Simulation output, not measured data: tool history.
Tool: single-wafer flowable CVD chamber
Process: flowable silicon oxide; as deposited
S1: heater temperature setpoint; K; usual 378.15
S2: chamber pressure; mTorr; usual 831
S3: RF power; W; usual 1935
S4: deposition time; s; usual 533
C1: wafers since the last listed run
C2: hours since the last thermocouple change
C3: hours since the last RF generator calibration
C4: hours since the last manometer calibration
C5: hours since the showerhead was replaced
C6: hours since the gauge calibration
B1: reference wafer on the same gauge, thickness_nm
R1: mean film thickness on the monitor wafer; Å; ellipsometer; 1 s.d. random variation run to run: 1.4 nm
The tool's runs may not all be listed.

{"run": 1, "day": 0.0, "S1": 378.15, "S2": 831, "S3": 2145, "S4": 533, "C1": 0, "C2": 1803.8, "C3": 1284.2, "C4": 1414.9, "C5": 6305.2, "C6": 269.8, "B1": 297.677, "R1": 2770.11}
{"run": 2, "day": 2.658, "S1": 378.15, "S2": 831, "S3": 2145, "S4": 533, "C1": 197, "C2": 1867.6, "C3": 1348.0, "C4": 1478.7, "C5": 6369.0, "C6": 333.6, "B1": 298.478, "R1": 2806.35}
{"run": 3, "day": 6.346, "S1": 378.15, "S2": 831, "S3": 1935, "S4": 533, "C1": 273, "C2": 1956.1, "C3": 1436.5, "C4": 1567.2, "C5": 6457.5, "C6": 422.1, "B1": 299.431, "R1": 2749.77}
{"run": 4, "day": 8.158, "S1": 378.15, "S2": 831, "S3": 1935, "S4": 533, "C1": 134, "C2": 1999.6, "C3": 1480.0, "C4": 1610.7, "C5": 6501.0, "C6": 465.6, "B1": 299.062, "R1": 2743.81}
{"run": 5, "day": 10.746, "S1": 378.15, "S2": 831, "S3": 1935, "S4": 533, "C1": 191, "C2": 2061.7, "C3": 1542.1, "C4": 1672.8, "C5": 6563.1, "C6": 527.7, "B1": 300.307, "R1": 2781.4}
{"run": 6, "day": 14.6, "S1": 378.15, "S2": 831, "S3": 1935, "S4": 533, "C1": 285, "C2": 2154.2, "C3": 1634.6, "C4": 1765.3, "C5": 6655.6, "C6": 620.2, "B1": 300.135, "R1": 2747.75}
{"run": 7, "day": 16.917, "S1": 378.15, "S2": 831, "S3": 1935, "S4": 533, "C1": 171, "C2": 2209.8, "C3": 1690.2, "C4": 1820.9, "C5": 6711.2, "C6": 675.8, "B1": 300.58, "R1": 2749.48}
{"run": 8, "day": 20.212, "S1": 378.15, "S2": 831, "S3": 1935, "S4": 533, "C1": 244, "C2": 2288.9, "C3": 1769.3, "C4": 1900.0, "C5": 6790.3, "C6": 754.9, "B1": 301.132, "R1": 2757.03}
{"day": 23.162, "done": "gauge calibrated"}
{"run": 9, "day": 30.688, "S1": 385.15, "S2": 634, "S3": 1935, "S4": 578, "C1": 776, "C2": 2540.3, "C3": 2020.7, "C4": 2151.4, "C5": 7041.7, "C6": 180.6, "B1": 296.606, "R1": 1718.66}
{"run": 10, "day": 33.929, "S1": 378.15, "S2": 831, "S3": 2170, "S4": 533, "C1": 240, "C2": 2618.1, "C3": 2098.5, "C4": 2229.2, "C5": 7119.5, "C6": 258.4, "B1": 297.718, "R1": 2822.37}
{"day": 35.429, "done": "showerhead replaced"}
{"day": 36.546, "done": "RF generator calibrated"}
{"day": 37.788, "done": "thermocouple changed; heater temperature recalibrated"}
{"run": 11, "day": 40.283, "S1": 389.15, "S2": 831, "S3": 1935, "S4": 533, "C1": 397, "C2": 59.9, "C3": 89.7, "C4": 2381.7, "C5": 116.5, "C6": 410.9, "B1": 299.519, "R1": 1824.76}
{"day": 41.929, "done": "capacitance manometer re-zeroed and calibrated"}
{"run": 12, "day": 44.117, "S1": 392.15, "S2": 831, "S3": 1935, "S4": 533, "C1": 259, "C2": 151.9, "C3": 181.7, "C4": 52.5, "C5": 208.5, "C6": 502.9, "B1": 299.71, "R1": 1664.05}
{"run": 13, "day": 47.546, "S1": 378.15, "S2": 831, "S3": 1935, "S4": 533, "C1": 254, "C2": 234.2, "C3": 264.0, "C4": 134.8, "C5": 290.8, "C6": 585.2, "B1": 300.689, "R1": 2740.99}
{"run": 14, "day": 54.2, "S1": 369.15, "S2": 685, "S3": 1935, "S4": 596, "C1": 493, "C2": 393.9, "C3": 423.7, "C4": 294.5, "C5": 450.5, "C6": 744.9, "B1": 300.805, "R1": 3592.81}

Run 15 is up next; what results do you expect?
{"run": 15, "day": 56.367, "S1": 389.15, "S2": 951, "S3": 1640, "S4": 635, "C1": 160, "C2": 445.9, "C3": 475.7, "C4": 346.5, "C5": 502.5, "C6": 796.9, "B1": "?", "R1": "?"}

B1: 301.315
R1: 2392.63 Å
On a tool with no hidden condition, and with the same random variation, this run would have come out at R1 2311.68 Å.
